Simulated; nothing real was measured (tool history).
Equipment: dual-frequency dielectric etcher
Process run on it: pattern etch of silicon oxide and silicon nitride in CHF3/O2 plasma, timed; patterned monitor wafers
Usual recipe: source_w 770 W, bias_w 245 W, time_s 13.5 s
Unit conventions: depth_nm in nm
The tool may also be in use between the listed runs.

run    hour  source_w  bias_w  time_s  wafers since the last listed run  hours since the last wet clean  hours since the last source power generator calibration  hours since the last bias power generator calibration  hours since the last upper electrode change  hours since the gauge calibration  read-back reference wafer on the same gauge, depth_nm  depth_nm
  1     0.0       770     245    13.5                                 0                           525.9                                                   3539.0                                                 3361.0                                       3822.7                             2202.2                                                  19.61     21.23
  2    30.7       770     245    13.5                               593                           556.6                                                   3569.7                                                 3391.7                                       3853.4                             2232.9                                                  19.62     21.31
  3    97.0       770     245    13.5                              1281                           622.9                                                   3636.0                                                 3458.0                                       3919.7                             2299.2                                                  19.57     20.99
      172.4  -- wet clean of the chamber
  4   172.9       770     245    13.5                              1003                             0.5                                                   3711.9                                                 3533.9                                       3995.6                             2375.1                                                  19.45     20.96
  5   220.3       770     245    13.5                               916                            47.9                                                   3759.3                                                 3581.3                                       4043.0                             2422.5                                                  19.38     21.03
  6   261.4       770     245    11.0                               794                            89.0                                                   3800.4                                                 3622.4                                       4084.1                             2463.6                                                  19.31     17.02
  7   295.6       770     245    12.0                               660                           123.2                                                   3834.6                                                 3656.6                                       4118.3                             2497.8                                                  19.38     18.69
      322.5  -- upper electrode replaced
      377.8  -- bias power generator calibrated
  8   500.7       770     245    13.5                              3422                           328.3                                                   4039.7                                                  122.9                                        178.2                             2702.9                                                  19.03     20.68
  9   554.7       770     195    13.5                              1043                           382.3                                                   4093.7                                                  176.9                                        232.2                             2756.9                                                  19.07     19.08
      572.8  -- gauge calibrated
 10   596.9       770     245    13.5                               815                           424.5                                                   4135.9                                                  219.1                                        274.4                               24.1                                                  20.71     22.23
 11   629.2       900     277    16.0                               624                           456.8                                                   4168.2                                                  251.4                                        306.7                               56.4                                                  20.73     29.71
 12   781.9       770     245    13.5                              2951                           609.5                                                   4320.9                                                  404.1                                        459.4                              209.1                                                  20.67     22.15
 13   814.3       770     245    13.5                               626                           641.9                                                   4353.3                                                  436.5                                        491.8                              241.5                                                  20.73     22.40
 14   850.7       770     287    13.5                               703                           678.3                                                   4389.7                                                  472.9                                        528.2                              277.9                                                  20.67     23.58
      883.5  -- wet clean of the chamber
 15   884.0       770     245    13.5                               179                             0.5                                                   4423.0                                                  506.2                                        561.5                              311.2                                                  20.70     22.56
      921.0  -- source power generator calibrated
 16   924.3       870     245    13.5                               701                            40.8                                                      3.3                                                  546.5                                        601.8                              351.5                                                  20.76     23.76
 17  1046.7       940     245    15.5                              2365                           163.2                                                    125.7                                                  668.9                                        724.2                              473.9                                                  20.67     28.20
 18  1111.1       680     245    11.0                              1244                           227.6                                                    190.1                                                  733.3                                        788.6                              538.3                                                  20.65     17.02
 19  1175.1       770     272    13.5                              1236                           291.6                                                    254.1                                                  797.3                                        852.6                              602.3                                                  20.63     23.21
 20  1199.8       840     245    10.0                               477                           316.3                                                    278.8                                                  822.0                                        877.3                              627.0                                                  20.57     17.00
 21  1259.5       770     272    13.5                              1153                           376.0                                                    338.5                                                  881.7                                        937.0                              686.7                                                  20.54     23.33
 22  1294.2       770     245    13.5                               670                           410.7                                                    373.2                                                  916.4                                        971.7                              721.4                                                  20.55     22.24
 23  1343.6       770     245    13.5                               954                           460.1                                                    422.6                                                  965.8                                       1021.1                              770.8                                                  20.61     22.13
 24  1388.5       940     297    13.5                               867                           505.0                                                    467.5                                                 1010.7                                       1066.0                              815.7                                                  20.57     25.71
 25  1457.8       880     276    15.5                              1339                           574.3                                                    536.8                                                 1080.0                                       1135.3                              885.0                                                  20.60     28.06
     1484.5  -- wet clean of the chamber
 26  1501.0       950     226    15.5                               371                            16.5                                                    580.0                                                 1123.2                                       1178.5                              928.2                                                  20.55     27.37
 27  1681.6       670     245    13.5                              3490                           197.1                                                    760.6                                                 1303.8                                       1359.1                             1108.8                                                  20.50     20.64
 28  1717.0       860     298    13.5                               684                           232.5                                                    796.0                                                 1339.2                                       1394.5                             1144.2                                                  20.42     24.40

Branching from run 28: 5 alternative next runs. What would each branch give?
  A  1717.4       610     245    13.5                                 7                           232.9                                                    796.4                                                 1339.6                                       1394.9                             1144.6                                                      ?         ?
  B  1717.4       850     262    17.0                                 7                           232.9                                                    796.4                                                 1339.6                                       1394.9                             1144.6                                                      ?         ?
  C  1717.4       770     226    13.5                                 7                           232.9                                                    796.4                                                 1339.6                                       1394.9                             1144.6                                                      ?         ?
  D  1717.4       770     225    16.5                                 7                           232.9                                                    796.4                                                 1339.6                                       1394.9                             1144.6                                                      ?         ?
  E  1717.4       770     212    14.5                                 7                           232.9                                                    796.4                                                 1339.6                                       1394.9                             1144.6                                                      ?         ?

run  read-back reference wafer on the same gauge, depth_nm  depth_nm
  A                                                  20.49     19.90
  B                                                  20.49     29.55
  C                                                  20.49     21.50
  D                                                  20.49     26.24
  E                                                  20.49     22.65
The same runs, with their run-to-run variation unchanged, on a tool lacking any hidden condition would have given:
run  depth_nm
  A     20.04
  B     29.77
  C     21.66
  D     26.43
  E     22.82
